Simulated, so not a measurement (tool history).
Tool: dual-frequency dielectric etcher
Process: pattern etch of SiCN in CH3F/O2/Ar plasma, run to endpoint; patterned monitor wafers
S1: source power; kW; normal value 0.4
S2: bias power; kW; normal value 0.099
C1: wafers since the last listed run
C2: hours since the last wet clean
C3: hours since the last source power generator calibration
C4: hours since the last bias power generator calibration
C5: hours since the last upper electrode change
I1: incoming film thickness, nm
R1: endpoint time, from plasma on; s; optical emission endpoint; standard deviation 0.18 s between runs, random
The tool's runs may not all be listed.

Run 1, hour 0: usual settings; C1 0; C2 307.7; C3 4257; C4 2509.4; C5 2526.1; I1 8.87. Result: R1 21.5 s.
At hour 13: wet clean of the chamber.
Run 2, hour 21.5: usual settings; C1 134; C2 8.5; C3 4278.5; C4 2530.9; C5 2547.6; I1 8.85. Result: R1 22.1 s.
Run 3, hour 52.7: usual settings; C1 495; C2 39.7; C3 4309.7; C4 2562.1; C5 2578.8; I1 8.92. Result: R1 22.1 s.
Run 4, hour 79.3: usual settings; C1 422; C2 66.3; C3 4336.3; C4 2588.7; C5 2605.4; I1 8.88. Result: R1 21.8 s.
Run 5, hour 96.1: usual settings; C1 266; C2 83.1; C3 4353.1; C4 2605.5; C5 2622.2; I1 8.84. Result: R1 21.8 s.
Run 6, hour 110.3: usual settings; C1 225; C2 97.3; C3 4367.3; C4 2619.7; C5 2636.4; I1 8.87. Result: R1 21.6 s.
Run 7, hour 130.9: usual settings; C1 327; C2 117.9; C3 4387.9; C4 2640.3; C5 2657; I1 8.93. Result: R1 22 s.
Run 8, hour 151.8: usual settings; C1 332; C2 138.8; C3 4408.8; C4 2661.2; C5 2677.9; I1 8.89. Result: R1 21.7 s.
Run 9, hour 172.5: usual settings; C1 328; C2 159.5; C3 4429.5; C4 2681.9; C5 2698.6; I1 8.74. Result: R1 21.2 s.
Run 10, hour 191.9: usual settings but S1 0.35 kW, S2 0.086 kW; C1 308; C2 178.9; C3 4448.9; C4 2701.3; C5 2718; I1 8.91. Result: R1 24.2 s.
Run 11, hour 220: usual settings but S2 0.117 kW; C1 446; C2 207; C3 4477; C4 2729.4; C5 2746.1; I1 8.88. Result: R1 20.4 s.
Run 12, hour 250.9: usual settings but S1 0.43 kW, S2 0.104 kW; C1 490; C2 237.9; C3 4507.9; C4 2760.3; C5 2777; I1 8.91. Result: R1 20.7 s.
Run 13, hour 268.5: usual settings; C1 279; C2 255.5; C3 4525.5; C4 2777.9; C5 2794.6; I1 8.88. Result: R1 21.5 s.
Run 14, hour 284.1: usual settings; C1 247; C2 271.1; C3 4541.1; C4 2793.5; C5 2810.2; I1 8.82. Result: R1 21.2 s.
Run 15, hour 297.4: usual settings; C1 211; C2 284.4; C3 4554.4; C4 2806.8; C5 2823.5; I1 8.93. Result: R1 21.7 s.
Run 16, hour 327.7: usual settings; C1 481; C2 314.7; C3 4584.7; C4 2837.1; C5 2853.8; I1 8.91. Result: R1 21.4 s.
Run 17, hour 351: usual settings; C1 370; C2 338; C3 4608; C4 2860.4; C5 2877.1; I1 9. Result: R1 21.7 s.
At hour 379.2: upper electrode replaced.
At hour 385.1: source power generator calibrated.
At hour 398.8: wet clean of the chamber.
Run 18, hour 399.3: usual settings; C1 104; C2 0.5; C3 14.2; C4 2908.7; C5 20.1; I1 8.94. Result: R1 21.2 s.
Run 19, hour 418.7: usual settings; C1 308; C2 19.9; C3 33.6; C4 2928.1; C5 39.5; I1 9. Result: R1 21 s.
Run 20, hour 446.7: usual settings but S1 0.35 kW, S2 0.088 kW; C1 444; C2 47.9; C3 61.6; C4 2956.1; C5 67.5; I1 8.91. Result: R1 22.7 s.
At hour 457: bias power generator calibrated.
Run 21, hour 464.7: usual settings; C1 222; C2 65.9; C3 79.6; C4 7.7; C5 85.5; I1 8.94. Result: R1 21.2 s.
Run 22, hour 478: usual settings but S1 0.36 kW, S2 0.082 kW; C1 211; C2 79.2; C3 92.9; C4 21; C5 98.8; I1 8.97. Result: R1 22.6 s.
At hour 503.8: wet clean of the chamber, repeated, since the last time left the tool worse.
Run 23, hour 504.4: usual settings but S1 0.46 kW, S2 0.084 kW; C1 38; C2 0.6; C3 119.3; C4 47.4; C5 125.2; I1 8.93. Result: R1 21.6 s.
Run 24, hour 536.4: usual settings but S1 0.46 kW, S2 0.084 kW; C1 508; C2 32.6; C3 151.3; C4 79.4; C5 157.2; I1 8.88. Result: R1 21.4 s.
Run 25, hour 568.5: usual settings but S1 0.32 kW, S2 0.09 kW; C1 509; C2 64.7; C3 183.4; C4 111.5; C5 189.3; I1 8.9. Result: R1 25.5 s.
Run 26, hour 582.2: usual settings; C1 217; C2 78.4; C3 197.1; C4 125.2; C5 203; I1 8.99. Result: R1 22 s.
Run 27, hour 609.7: usual settings but S2 0.114 kW; C1 436; C2 105.9; C3 224.6; C4 152.7; C5 230.5; I1 8.93. Result: R1 21.1 s.
Run 28, hour 641.8: usual settings but S1 0.34 kW; C1 509; C2 138; C3 256.7; C4 184.8; C5 262.6; I1 8.85. Result: R1 23.1 s.
Run 29, hour 658.1: usual settings but S1 0.36 kW, S2 0.093 kW; C1 258; C2 154.3; C3 273; C4 201.1; C5 278.9; I1 8.88. Result: R1 23.3 s.
Run 30, hour 710.7: usual settings but S1 0.46 kW, S2 0.123 kW; C1 835; C2 206.9; C3 325.6; C4 253.7; C5 331.5; I1 8.87. Result: R1 18.9 s.
Run 31, hour 797.8: usual settings but S1 0.31 kW, S2 0.089 kW; C1 1383; C2 294; C3 412.7; C4 340.8; C5 418.6; I1 8.93. Result: R1 25.6 s.
Run 32, hour 811.2: usual settings; C1 212; C2 307.4; C3 426.1; C4 354.2; C5 432; I1 8.9. Result: R1 21.6 s.
Run 33, hour 826: usual settings; C1 235; C2 322.2; C3 440.9; C4 369; C5 446.8; I1 8.91. Result: R1 21.5 s.
Run 34, hour 842.9: usual settings but S1 0.45 kW, S2 0.074 kW; C1 268; C2 339.1; C3 457.8; C4 385.9; C5 463.7; I1 8.94. Result: R1 21.9 s.

For each entry between runs, how does the tool's hidden state at the last listed run before it compare with that at the first listed run after it?
Runs 1 to 2: wet clean of the chamber (hour 13)
  etch rate over this chamber's usual, %: 2.84 -> 0.187
  measured minus no-state result, R1: -0.7 -> +0 s
Runs 17 to 18: upper electrode replaced (hour 379.2); source power generator calibrated (hour 385.1); wet clean of the chamber (hour 398.8)
  etch rate over this chamber's usual, %: 2.94 -> 6.02
  measured minus no-state result, R1: -0.6 -> -1.2 s
Runs 20 to 21: bias power generator calibrated (hour 457)
  etch rate over this chamber's usual, %: 6.42 -> 6.57
  measured minus no-state result, R1: -1.5 -> -1.4 s
Runs 22 to 23: wet clean of the chamber, repeated, since the last time left the tool worse (hour 503.8)
  etch rate over this chamber's usual, %: 6.68 -> 0.655
  measured minus no-state result, R1: -1.5 -> -0.1 s
